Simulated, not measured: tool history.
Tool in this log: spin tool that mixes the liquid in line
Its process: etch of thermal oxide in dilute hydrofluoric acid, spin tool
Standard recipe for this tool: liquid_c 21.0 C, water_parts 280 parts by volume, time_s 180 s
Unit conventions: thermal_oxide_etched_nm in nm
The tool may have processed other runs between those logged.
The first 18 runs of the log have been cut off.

| run | hour | liquid_c | water_parts | time_s | wafers since the last listed run | hours since the thermometer was replaced | hours since the hydrofluoric acid flow meter was replaced | hours since the gauge calibration | read-back film thickness of the thermal oxide reference wafer, read on the same gauge (nm) | thermal_oxide_etched_nm |
|---|---|---|---|---|---|---|---|---|---|---|
| 19 | 426.5 | 19.0 | 160 | 245 | 81 | 325.3 | 376.6 | 795.5 | 59.991 | 5.392 |
| 20 | 441.3 | 21.0 | 280 | 90 | 58 | 340.1 | 391.4 | 810.3 | 60.014 | 1.066 |
| 21 | 463.2 | 26.0 | 355 | 180 | 86 | 362.0 | 413.3 | 832.2 | 60.007 | 1.913 |
|  | 465.2 | gauge calibrated |
| 22 | 504.7 | 21.0 | 330 | 275 | 164 | 403.5 | 454.8 | 39.5 | 59.986 | 2.663 |
| 23 | 534.3 | 21.0 | 280 | 180 | 116 | 433.1 | 484.4 | 69.1 | 59.994 | 2.139 |
| 24 | 556.3 | 19.0 | 345 | 280 | 86 | 455.1 | 506.4 | 91.1 | 59.992 | 2.388 |
| 25 | 577.2 | 25.0 | 280 | 180 | 82 | 476.0 | 527.3 | 112.0 | 60.008 | 2.505 |
| 26 | 610.4 | 17.0 | 280 | 225 | 131 | 509.2 | 560.5 | 145.2 | 60.017 | 2.318 |
| 27 | 634.2 | 18.0 | 280 | 180 | 94 | 533.0 | 584.3 | 169.0 | 60.001 | 1.908 |
| 28 | 652.9 | 23.0 | 225 | 120 | 73 | 551.7 | 603.0 | 187.7 | 59.986 | 1.994 |
| 29 | 674.3 | 21.0 | 280 | 180 | 84 | 573.1 | 624.4 | 209.1 | 60.001 | 2.133 |
| 30 | 687.8 | 21.0 | 280 | 180 | 53 | 586.6 | 637.9 | 222.6 | 60.000 | 2.107 |
| 31 | 704.5 | 21.0 | 280 | 275 | 66 | 603.3 | 654.6 | 239.3 | 60.000 | 3.252 |
| 32 | 723.4 | 24.0 | 215 | 150 | 74 | 622.2 | 673.5 | 258.2 | 59.992 | 2.742 |
| 33 | 740.3 | 21.0 | 280 | 180 | 66 | 639.1 | 690.4 | 275.1 | 60.004 | 2.163 |

Predict each of these 5 candidate next runs independently; none follows another, all start after run 33:
| A | 740.8 | 17.5 | 280 | 180 | 1 | 639.6 | 690.9 | 275.6 | ? | ? |
| B | 740.8 | 19.5 | 400 | 225 | 1 | 639.6 | 690.9 | 275.6 | ? | ? |
| C | 740.8 | 22.5 | 280 | 140 | 1 | 639.6 | 690.9 | 275.6 | ? | ? |
| D | 740.8 | 17.0 | 205 | 180 | 1 | 639.6 | 690.9 | 275.6 | ? | ? |
| E | 740.8 | 17.0 | 185 | 210 | 1 | 639.6 | 690.9 | 275.6 | ? | ? |

| run | read-back film thickness of the thermal oxide reference wafer, read on the same gauge (nm) | thermal_oxide_etched_nm |
|---|---|---|
| A | 59.991 | 1.856 |
| B | 59.991 | 1.585 |
| C | 59.991 | 1.740 |
| D | 59.991 | 2.651 |
| E | 59.991 | 3.489 |
What these runs would have given with no unlogged condition in the tool:
| run | thermal_oxide_etched_nm |
|---|---|
| A | 1.932 |
| B | 1.644 |
| C | 1.807 |
| D | 2.765 |
| E | 3.641 |
